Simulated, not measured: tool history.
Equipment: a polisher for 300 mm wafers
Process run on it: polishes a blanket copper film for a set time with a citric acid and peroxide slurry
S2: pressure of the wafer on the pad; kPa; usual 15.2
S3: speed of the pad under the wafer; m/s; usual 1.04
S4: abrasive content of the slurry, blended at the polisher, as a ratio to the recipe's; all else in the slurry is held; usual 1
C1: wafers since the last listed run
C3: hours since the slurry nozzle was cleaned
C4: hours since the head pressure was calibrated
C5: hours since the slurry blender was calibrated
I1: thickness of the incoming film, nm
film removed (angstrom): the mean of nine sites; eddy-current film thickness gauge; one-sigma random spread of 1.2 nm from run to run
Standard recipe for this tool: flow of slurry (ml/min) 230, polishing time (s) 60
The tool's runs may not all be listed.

run 1 day=0 | flow_of_slurry_(ml/min)=230 S2=15.2 S3=1.04 S4=1 polishing_time_(s)=60 | C1=0 wafers_polished_on_this_pad=17 C3=652.4 C4=893.9 C5=84.3 | I1=946.2 | film_removed_(angstrom)=1085
run 2 day=0.362 | flow_of_slurry_(ml/min)=230 S2=15.2 S3=1.04 S4=1 polishing_time_(s)=60 | C1=64 wafers_polished_on_this_pad=82 C3=661.1 C4=902.6 C5=93 | I1=936.1 | film_removed_(angstrom)=1118
run 3 day=1.779 | flow_of_slurry_(ml/min)=230 S2=15.2 S3=1.04 S4=1 polishing_time_(s)=60 | C1=253 wafers_polished_on_this_pad=336 C3=695.1 C4=936.6 C5=127 | I1=957.1 | film_removed_(angstrom)=1065
run 4 day=2.246 | flow_of_slurry_(ml/min)=230 S2=15.2 S3=1.04 S4=1 polishing_time_(s)=60 | C1=83 wafers_polished_on_this_pad=419 C3=706.3 C4=947.8 C5=138.2 | I1=947.8 | film_removed_(angstrom)=1071
run 5 day=2.946 | flow_of_slurry_(ml/min)=230 S2=15.2 S3=1.04 S4=1 polishing_time_(s)=60 | C1=125 wafers_polished_on_this_pad=544 C3=723.1 C4=964.6 C5=155 | I1=963.4 | film_removed_(angstrom)=1058
run 6 day=3.442 | flow_of_slurry_(ml/min)=230 S2=15.2 S3=1.04 S4=1 polishing_time_(s)=60 | C1=88 wafers_polished_on_this_pad=633 C3=735 C4=976.5 C5=166.9 | I1=955.5 | film_removed_(angstrom)=1059
run 7 day=3.925 | flow_of_slurry_(ml/min)=230 S2=15.2 S3=1.04 S4=1 polishing_time_(s)=60 | C1=86 wafers_polished_on_this_pad=719 C3=746.6 C4=988.1 C5=178.5 | I1=959.5 | film_removed_(angstrom)=1054
run 8 day=4.242 | flow_of_slurry_(ml/min)=230 S2=15.2 S3=1.04 S4=1 polishing_time_(s)=60 | C1=56 wafers_polished_on_this_pad=776 C3=754.2 C4=995.7 C5=186.1 | I1=960.1 | film_removed_(angstrom)=1043
run 9 day=4.504 | flow_of_slurry_(ml/min)=230 S2=15.2 S3=1.04 S4=1 polishing_time_(s)=60 | C1=46 wafers_polished_on_this_pad=823 C3=760.5 C4=1002 C5=192.4 | I1=944.9 | film_removed_(angstrom)=1046
-- day=5.092 head pressure recalibrated
run 10 day=5.192 | flow_of_slurry_(ml/min)=230 S2=15.2 S3=1.04 S4=1 polishing_time_(s)=60 | C1=108 wafers_polished_on_this_pad=931 C3=777 C4=2.4 C5=208.9 | I1=935.2 | film_removed_(angstrom)=1027
-- day=6.596 worn pad replaced by a new one
-- day=6.9 slurry blender recalibrated
run 11 day=7.15 | flow_of_slurry_(ml/min)=230 S2=15.2 S3=1.04 S4=0.85 polishing_time_(s)=60 | C1=305 wafers_polished_on_this_pad=83 C3=824 C4=49.4 C5=6 | I1=938.8 | film_removed_(angstrom)=1089
run 12 day=7.662 | flow_of_slurry_(ml/min)=230 S2=15.2 S3=0.84 S4=1 polishing_time_(s)=60 | C1=91 wafers_polished_on_this_pad=175 C3=836.3 C4=61.7 C5=18.3 | I1=945 | film_removed_(angstrom)=946
-- day=7.829 slurry nozzle cleaned
run 13 day=8.292 | flow_of_slurry_(ml/min)=185 S2=15.2 S3=0.7 S4=1 polishing_time_(s)=60 | C1=105 wafers_polished_on_this_pad=280 C3=11.1 C4=76.8 C5=33.4 | I1=946.9 | film_removed_(angstrom)=796
run 14 day=8.9 | flow_of_slurry_(ml/min)=230 S2=15.2 S3=1.04 S4=1 polishing_time_(s)=60 | C1=108 wafers_polished_on_this_pad=389 C3=25.7 C4=91.4 C5=48 | I1=963.7 | film_removed_(angstrom)=1115
run 15 day=9.246 | flow_of_slurry_(ml/min)=190 S2=15.2 S3=1.04 S4=1 polishing_time_(s)=60 | C1=61 wafers_polished_on_this_pad=451 C3=34 C4=99.7 C5=56.3 | I1=969.1 | film_removed_(angstrom)=1098
run 16 day=9.588 | flow_of_slurry_(ml/min)=230 S2=15.2 S3=1.04 S4=1 polishing_time_(s)=60 | C1=61 wafers_polished_on_this_pad=512 C3=42.2 C4=107.9 C5=64.5 | I1=967 | film_removed_(angstrom)=1099
run 17 day=9.871 | flow_of_slurry_(ml/min)=230 S2=20 S3=1.34 S4=1.2 polishing_time_(s)=66 | C1=50 wafers_polished_on_this_pad=562 C3=49 C4=114.7 C5=71.3 | I1=951.5 | film_removed_(angstrom)=2004
run 18 day=10.946 | flow_of_slurry_(ml/min)=165 S2=15.2 S3=1.4 S4=1 polishing_time_(s)=42 | C1=192 wafers_polished_on_this_pad=755 C3=74.8 C4=140.5 C5=97.1 | I1=948.8 | film_removed_(angstrom)=969
run 19 day=11.604 | flow_of_slurry_(ml/min)=230 S2=15.2 S3=0.82 S4=0.9 polishing_time_(s)=44 | C1=117 wafers_polished_on_this_pad=872 C3=90.6 C4=156.3 C5=112.9 | I1=941.1 | film_removed_(angstrom)=640
run 20 day=12.029 | flow_of_slurry_(ml/min)=230 S2=15.2 S3=1.04 S4=1 polishing_time_(s)=60 | C1=75 wafers_polished_on_this_pad=948 C3=100.8 C4=166.5 C5=123.1 | I1=959.5 | film_removed_(angstrom)=1056

5 ways to go on from here, each from the tool as it stands after run 20. What would each give?
run A day=12.046 | flow_of_slurry_(ml/min)=230 S2=15.2 S3=1.04 S4=1 polishing_time_(s)=60 | C1=2 wafers_polished_on_this_pad=951 C3=101.2 C4=166.9 C5=123.5 | I1=967.7 | film_removed_(angstrom)=?
run B day=12.046 | flow_of_slurry_(ml/min)=230 S2=17.9 S3=1.04 S4=1 polishing_time_(s)=60 | C1=2 wafers_polished_on_this_pad=951 C3=101.2 C4=166.9 C5=123.5 | I1=967.7 | film_removed_(angstrom)=?
run C day=12.046 | flow_of_slurry_(ml/min)=155 S2=11 S3=0.8 S4=1 polishing_time_(s)=60 | C1=2 wafers_polished_on_this_pad=951 C3=101.2 C4=166.9 C5=123.5 | I1=967.7 | film_removed_(angstrom)=?
run D day=12.046 | flow_of_slurry_(ml/min)=230 S2=15.2 S3=1.04 S4=1.25 polishing_time_(s)=60 | C1=2 wafers_polished_on_this_pad=951 C3=101.2 C4=166.9 C5=123.5 | I1=967.7 | film_removed_(angstrom)=?
run E day=12.046 | flow_of_slurry_(ml/min)=230 S2=13.1 S3=0.86 S4=1.1 polishing_time_(s)=48 | C1=2 wafers_polished_on_this_pad=951 C3=101.2 C4=166.9 C5=123.5 | I1=967.7 | film_removed_(angstrom)=?

run=A film_removed_(angstrom)=1075
run=B film_removed_(angstrom)=1229
run=C film_removed_(angstrom)=658
run=D film_removed_(angstrom)=1131
run=E film_removed_(angstrom)=671
The same runs, with their run-to-run variation unchanged, on a tool lacking any hidden condition would have given:
run=A film_removed_(angstrom)=1129
run=B film_removed_(angstrom)=1291
run=C film_removed_(angstrom)=691
run=D film_removed_(angstrom)=1190
run=E film_removed_(angstrom)=705

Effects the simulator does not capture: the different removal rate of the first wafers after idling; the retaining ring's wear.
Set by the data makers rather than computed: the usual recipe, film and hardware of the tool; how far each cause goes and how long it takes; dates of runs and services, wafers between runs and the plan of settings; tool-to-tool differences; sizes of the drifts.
